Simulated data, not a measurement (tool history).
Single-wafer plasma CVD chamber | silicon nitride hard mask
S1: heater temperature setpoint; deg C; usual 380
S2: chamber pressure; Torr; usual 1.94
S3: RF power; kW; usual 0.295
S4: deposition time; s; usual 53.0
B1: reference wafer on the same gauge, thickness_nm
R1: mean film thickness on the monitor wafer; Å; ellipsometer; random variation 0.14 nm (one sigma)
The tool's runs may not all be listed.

run,hour,S1,S2,S3,S4,B1,R1
1,0.0,372,1.94,0.260,53.0,70.521,508.39
2,32.5,372,1.94,0.260,53.0,70.514,503.69
3,57.7,380,1.64,0.295,53.0,70.522,536.41
4,70.6,380,1.64,0.295,53.0,70.476,536.97
5,91.3,380,1.75,0.295,53.0,70.489,546.41
6,109.5,380,1.75,0.295,53.0,70.502,548.02
7,139.6,380,1.94,0.295,53.0,70.511,563.70
8,172.9,380,1.94,0.295,53.0,70.496,562.10
9,208.6,380,1.94,0.295,53.0,70.527,560.12
10,238.7,380,1.94,0.295,53.0,70.492,559.81
# hour 271.9: thermocouple changed; heater temperature recalibrated
11,272.3,384,1.94,0.295,60.9,70.508,640.18
12,295.0,380,1.63,0.295,53.0,70.515,527.87
13,307.5,380,1.94,0.295,53.0,70.465,555.75
14,327.0,380,1.94,0.295,53.0,70.500,557.50
15,351.4,380,1.94,0.335,53.0,70.493,621.21
16,386.9,385,2.13,0.350,55.7,70.494,690.15
17,470.6,380,1.94,0.295,62.8,70.509,657.29
18,486.7,388,2.24,0.330,53.0,70.512,630.21
# hour 493.5: gauge calibrated
# hour 506.5: showerhead replaced
# hour 520.1: capacitance manometer re-zeroed and calibrated
19,520.6,389,2.41,0.350,58.9,70.480,745.17
20,541.5,380,1.94,0.295,46.2,70.500,481.61
# hour 557.7: RF generator calibrated
21,566.4,380,1.94,0.250,53.0,70.494,504.31
22,599.8,380,1.71,0.320,53.0,70.488,601.81
23,635.5,380,1.94,0.295,53.0,70.472,584.86
24,655.1,380,1.94,0.295,53.0,70.509,583.84

Forecast run 25:
25,676.5,380,1.94,0.295,46.2,?,?

B1: 70.502
R1: 507.64 Å
Without the tool's hidden state the same run would have given R1 515.61 Å.
